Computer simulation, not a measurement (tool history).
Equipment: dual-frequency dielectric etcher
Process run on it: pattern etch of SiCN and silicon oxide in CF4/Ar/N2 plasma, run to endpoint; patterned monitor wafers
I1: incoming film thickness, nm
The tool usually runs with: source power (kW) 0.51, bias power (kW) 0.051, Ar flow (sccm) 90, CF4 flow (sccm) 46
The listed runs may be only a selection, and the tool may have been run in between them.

{"run": 1, "hour": 0.0, "source power (kW)": 0.51, "bias power (kW)": 0.051, "Ar flow (sccm)": 90, "CF4 flow (sccm)": 46, "I1": 10.77, "endpoint time (s)": 13.2}
{"run": 2, "hour": 79.6, "source power (kW)": 0.51, "bias power (kW)": 0.051, "Ar flow (sccm)": 90, "CF4 flow (sccm)": 46, "I1": 10.81, "endpoint time (s)": 13.5}
{"run": 3, "hour": 144.8, "source power (kW)": 0.51, "bias power (kW)": 0.051, "Ar flow (sccm)": 90, "CF4 flow (sccm)": 46, "I1": 10.66, "endpoint time (s)": 13}
{"hour": 177.4, "done": "CF4 flow controller replaced"}
{"run": 4, "hour": 241.4, "source power (kW)": 0.51, "bias power (kW)": 0.051, "Ar flow (sccm)": 90, "CF4 flow (sccm)": 46, "I1": 10.64, "endpoint time (s)": 13.1}
{"hour": 326.0, "done": "upper electrode replaced"}
{"run": 5, "hour": 326.5, "source power (kW)": 0.51, "bias power (kW)": 0.051, "Ar flow (sccm)": 90, "CF4 flow (sccm)": 51, "I1": 10.77, "endpoint time (s)": 12.9}
{"run": 6, "hour": 399.5, "source power (kW)": 0.42, "bias power (kW)": 0.059, "Ar flow (sccm)": 76, "CF4 flow (sccm)": 46, "I1": 10.57, "endpoint time (s)": 13.5}
{"hour": 550.1, "done": "wet clean of the chamber"}
{"run": 7, "hour": 554.1, "source power (kW)": 0.51, "bias power (kW)": 0.051, "Ar flow (sccm)": 90, "CF4 flow (sccm)": 46, "I1": 10.65, "endpoint time (s)": 13.2}
{"run": 8, "hour": 642.9, "source power (kW)": 0.51, "bias power (kW)": 0.043, "Ar flow (sccm)": 75, "CF4 flow (sccm)": 46, "I1": 10.62, "endpoint time (s)": 13.2}
{"run": 9, "hour": 683.2, "source power (kW)": 0.51, "bias power (kW)": 0.051, "Ar flow (sccm)": 90, "CF4 flow (sccm)": 46, "I1": 10.73, "endpoint time (s)": 13.1}
{"hour": 712.6, "done": "source power generator calibrated"}
{"run": 10, "hour": 790.8, "source power (kW)": 0.51, "bias power (kW)": 0.051, "Ar flow (sccm)": 90, "CF4 flow (sccm)": 46, "I1": 10.71, "endpoint time (s)": 12.9}
{"run": 11, "hour": 869.7, "source power (kW)": 0.64, "bias power (kW)": 0.041, "Ar flow (sccm)": 83, "CF4 flow (sccm)": 42, "I1": 10.68, "endpoint time (s)": 11.5}
{"run": 12, "hour": 968.8, "source power (kW)": 0.51, "bias power (kW)": 0.051, "Ar flow (sccm)": 90, "CF4 flow (sccm)": 55, "I1": 10.74, "endpoint time (s)": 12.4}
{"hour": 1001.9, "done": "Ar flow controller replaced"}
{"run": 13, "hour": 1027.9, "source power (kW)": 0.51, "bias power (kW)": 0.051, "Ar flow (sccm)": 90, "CF4 flow (sccm)": 38, "I1": 10.81, "endpoint time (s)": 13.3}
{"run": 14, "hour": 1118.4, "source power (kW)": 0.63, "bias power (kW)": 0.04, "Ar flow (sccm)": 90, "CF4 flow (sccm)": 40, "I1": 10.61, "endpoint time (s)": 11.7}
{"hour": 1146.7, "done": "wet clean of the chamber"}
{"hour": 1168.2, "done": "bias power generator calibrated"}
{"run": 15, "hour": 1168.7, "source power (kW)": 0.51, "bias power (kW)": 0.051, "Ar flow (sccm)": 90, "CF4 flow (sccm)": 46, "I1": 10.58, "endpoint time (s)": 13.1}
{"run": 16, "hour": 1239.7, "source power (kW)": 0.51, "bias power (kW)": 0.051, "Ar flow (sccm)": 90, "CF4 flow (sccm)": 46, "I1": 10.72, "endpoint time (s)": 13.3}
{"run": 17, "hour": 1285.2, "source power (kW)": 0.56, "bias power (kW)": 0.055, "Ar flow (sccm)": 90, "CF4 flow (sccm)": 46, "I1": 10.71, "endpoint time (s)": 12.2}
{"run": 18, "hour": 1358.5, "source power (kW)": 0.51, "bias power (kW)": 0.051, "Ar flow (sccm)": 104, "CF4 flow (sccm)": 46, "I1": 10.8, "endpoint time (s)": 13.5}
{"run": 19, "hour": 1429.8, "source power (kW)": 0.38, "bias power (kW)": 0.038, "Ar flow (sccm)": 74, "CF4 flow (sccm)": 46, "I1": 10.69, "endpoint time (s)": 15.6}
{"run": 20, "hour": 1500.0, "source power (kW)": 0.39, "bias power (kW)": 0.051, "Ar flow (sccm)": 90, "CF4 flow (sccm)": 46, "I1": 10.73, "endpoint time (s)": 15}
{"run": 21, "hour": 1587.3, "source power (kW)": 0.51, "bias power (kW)": 0.054, "Ar flow (sccm)": 90, "CF4 flow (sccm)": 46, "I1": 10.65, "endpoint time (s)": 12.5}
{"run": 22, "hour": 1669.1, "source power (kW)": 0.51, "bias power (kW)": 0.051, "Ar flow (sccm)": 90, "CF4 flow (sccm)": 46, "I1": 10.76, "endpoint time (s)": 12.7}
{"hour": 1736.7, "done": "wet clean of the chamber"}
{"run": 23, "hour": 1737.2, "source power (kW)": 0.47, "bias power (kW)": 0.058, "Ar flow (sccm)": 74, "CF4 flow (sccm)": 38, "I1": 10.77, "endpoint time (s)": 13.8}
{"run": 24, "hour": 1784.5, "source power (kW)": 0.51, "bias power (kW)": 0.063, "Ar flow (sccm)": 90, "CF4 flow (sccm)": 46, "I1": 10.65, "endpoint time (s)": 12.5}

Run by run, hidden condition taken away, random variation retained:
What the log doesn't record here: etch rate over this chamber's usual, %; source power that arrives over what is set, %; bias power that arrives over what is set, %; Ar flow that arrives over what is set, %; CF4 flow that arrives over what is set, %.
run=1 endpoint_time_(s)=13.2
run=2 endpoint_time_(s)=13.6
run=3 endpoint_time_(s)=13.2
run=4 endpoint_time_(s)=13.3
run=5 endpoint_time_(s)=13.2
run=6 endpoint_time_(s)=14
run=7 endpoint_time_(s)=13.4
run=8 endpoint_time_(s)=13.5
run=9 endpoint_time_(s)=13.4
run=10 endpoint_time_(s)=13.4
run=11 endpoint_time_(s)=11.9
run=12 endpoint_time_(s)=13
run=13 endpoint_time_(s)=14
run=14 endpoint_time_(s)=12.4
run=15 endpoint_time_(s)=13.1
run=16 endpoint_time_(s)=13.5
run=17 endpoint_time_(s)=12.4
run=18 endpoint_time_(s)=13.8
run=19 endpoint_time_(s)=16.1
run=20 endpoint_time_(s)=15.5
run=21 endpoint_time_(s)=13
run=22 endpoint_time_(s)=13.3
run=23 endpoint_time_(s)=13.8
run=24 endpoint_time_(s)=12.6

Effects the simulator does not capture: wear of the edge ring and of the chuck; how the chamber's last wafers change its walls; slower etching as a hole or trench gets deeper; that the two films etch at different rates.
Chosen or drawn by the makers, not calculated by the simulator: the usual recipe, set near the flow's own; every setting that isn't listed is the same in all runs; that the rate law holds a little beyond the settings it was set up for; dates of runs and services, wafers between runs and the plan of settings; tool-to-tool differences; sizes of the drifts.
